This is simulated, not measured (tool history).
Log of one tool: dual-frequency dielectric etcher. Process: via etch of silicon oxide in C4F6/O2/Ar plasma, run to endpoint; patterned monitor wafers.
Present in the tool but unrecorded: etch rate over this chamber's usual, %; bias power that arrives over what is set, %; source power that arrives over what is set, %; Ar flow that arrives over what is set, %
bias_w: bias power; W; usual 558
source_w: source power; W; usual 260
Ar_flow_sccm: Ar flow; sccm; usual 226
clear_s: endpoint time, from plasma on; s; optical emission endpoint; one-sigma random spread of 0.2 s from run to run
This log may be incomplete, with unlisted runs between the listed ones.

run	hour	bias_w	source_w	Ar_flow_sccm	wafers since the last listed run	hours since the last wet clean	hours since the last bias power generator calibration	hours since the last source power generator calibration	hours since the last Ar flow controller change	hours since the last upper electrode change	incoming incoming film thickness, nm	clear_s
1	0	558	260	226	0	333.9	1427.2	2942.7	1392	5119.6	143.1	33.6
2	59.9	558	260	226	657	393.8	1487.1	3002.6	1451.9	5179.5	144.2	33.6
3	138.9	558	260	226	866	472.8	1566.1	3081.6	1530.9	5258.5	145.5	33.5
# hour 185.7: wet clean of the chamber
4	196.1	558	260	226	364	10.4	1623.3	3138.8	1588.1	5315.7	142.6	34.2
5	294.5	457	260	226	1079	108.8	1721.7	3237.2	1686.5	5414.1	144.4	37.2
6	380.1	558	260	193	939	194.4	1807.3	3322.8	1772.1	5499.7	143.1	33.1
7	462.4	558	260	226	903	276.7	1889.6	3405.1	1854.4	5582	144.2	34.2
8	558.6	558	260	226	1055	372.9	1985.8	3501.3	1950.6	5678.2	143.8	33.9
9	627.5	558	260	226	756	441.8	2054.7	3570.2	2019.5	5747.1	143	33.2
# hour 662.1: wet clean of the chamber
10	717.6	558	260	226	725	55.5	2144.8	3660.3	2109.6	5837.2	142.6	34.1
# hour 769.7: source power generator calibrated
# hour 775.8: upper electrode replaced
11	816.4	558	260	226	973	154.3	2243.6	46.7	2208.4	40.6	144.8	34.4
12	906.1	558	260	226	984	244	2333.3	136.4	2298.1	130.3	142.9	33.7
13	1001.5	558	260	226	1046	339.4	2428.7	231.8	2393.5	225.7	143.9	33.2
14	1082.7	691	260	254	891	420.6	2509.9	313	2474.7	306.9	144.3	31.4
15	1134.8	593	310	261	571	472.7	2562	365.1	2526.8	359	142.9	30.8
# hour 1179.3: wet clean of the chamber
16	1223.8	558	310	251	713	44.5	2651	454.1	2615.8	448	144.5	33
17	1307.9	424	280	226	922	128.6	2735.1	538.2	2699.9	532.1	143.2	37
18	1368.7	442	260	226	667	189.4	2795.9	599	2760.7	592.9	144.8	37.3
19	1449.4	558	260	226	885	270.1	2876.6	679.7	2841.4	673.6	143.3	33.7
# hour 1508.6: bias power generator calibrated
20	1513	608	260	187	653	333.7	4.4	743.3	2905	737.2	143.9	31.3
21	1570.1	558	260	226	626	390.8	61.5	800.4	2962.1	794.3	143.4	33.2
# hour 1578: Ar flow controller replaced
# hour 1696.3: wet clean of the chamber
22	1696.8	608	260	187	1061	0.5	188.2	927.1	118.8	921	142.6	32.3
23	1762.2	667	260	190	717	65.9	253.6	992.5	184.2	986.4	143.8	31.2
24	1853.5	558	260	226	1001	157.2	344.9	1083.8	275.5	1077.7	144.4	34.2
25	1957.7	558	290	243	1143	261.4	449.1	1188	379.7	1181.9	144	32.8
26	2063.6	558	260	226	1162	367.3	555	1293.9	485.6	1287.8	142.8	33.2
27	2126.6	558	220	226	691	430.3	618	1356.9	548.6	1350.8	143.4	35.4
# hour 2232.8: wet clean of the chamber
28	2233.3	558	260	226	907	0.5	724.7	1463.6	655.3	1457.5	142.3	34.1
29	2259.3	506	210	245	285	26.5	750.7	1489.6	681.3	1483.5	145.3	39.8
30	2301.9	434	220	193	467	69.1	793.3	1532.2	723.9	1526.1	143.1	39.1

Across each entry between runs, compare the hidden state at the last listed run before it with the hidden state at the first listed run after it:
After run 3, before run 4: wet clean of the chamber (hour 185.7)
  etch rate over this chamber's usual, %: 4.27 -> -0.453
  difference, measured minus the result without the unlogged condition, clear_s: -1.4 -> +0.2 s
After run 9, before run 10: wet clean of the chamber (hour 662.1)
  etch rate over this chamber's usual, %: 3.99 -> 0.636
  difference, measured minus the result without the unlogged condition, clear_s: -1.3 -> -0.2 s
After run 10, before run 11: source power generator calibrated (hour 769.7); upper electrode replaced (hour 775.8)
  etch rate over this chamber's usual, %: 0.636 -> 1.65
  difference, measured minus the result without the unlogged condition, clear_s: -0.2 -> -0.5 s
After run 15, before run 16: wet clean of the chamber (hour 1179.3)
  etch rate over this chamber's usual, %: 4.94 -> 0.204
  difference, measured minus the result without the unlogged condition, clear_s: -1.5 -> -0.1 s
After run 19, before run 20: bias power generator calibrated (hour 1508.6)
  etch rate over this chamber's usual, %: 2.53 -> 3.18
  difference, measured minus the result without the unlogged condition, clear_s: -0.8 -> -1 s
After run 21, before run 22: Ar flow controller replaced (hour 1578); wet clean of the chamber (hour 1696.3)
  etch rate over this chamber's usual, %: 3.77 -> -0.357
  difference, measured minus the result without the unlogged condition, clear_s: -1.3 -> +0.1 s
After run 27, before run 28: wet clean of the chamber (hour 2232.8)
  etch rate over this chamber's usual, %: 4.07 -> 0.87
  difference, measured minus the result without the unlogged condition, clear_s: -1.4 -> -0.3 s

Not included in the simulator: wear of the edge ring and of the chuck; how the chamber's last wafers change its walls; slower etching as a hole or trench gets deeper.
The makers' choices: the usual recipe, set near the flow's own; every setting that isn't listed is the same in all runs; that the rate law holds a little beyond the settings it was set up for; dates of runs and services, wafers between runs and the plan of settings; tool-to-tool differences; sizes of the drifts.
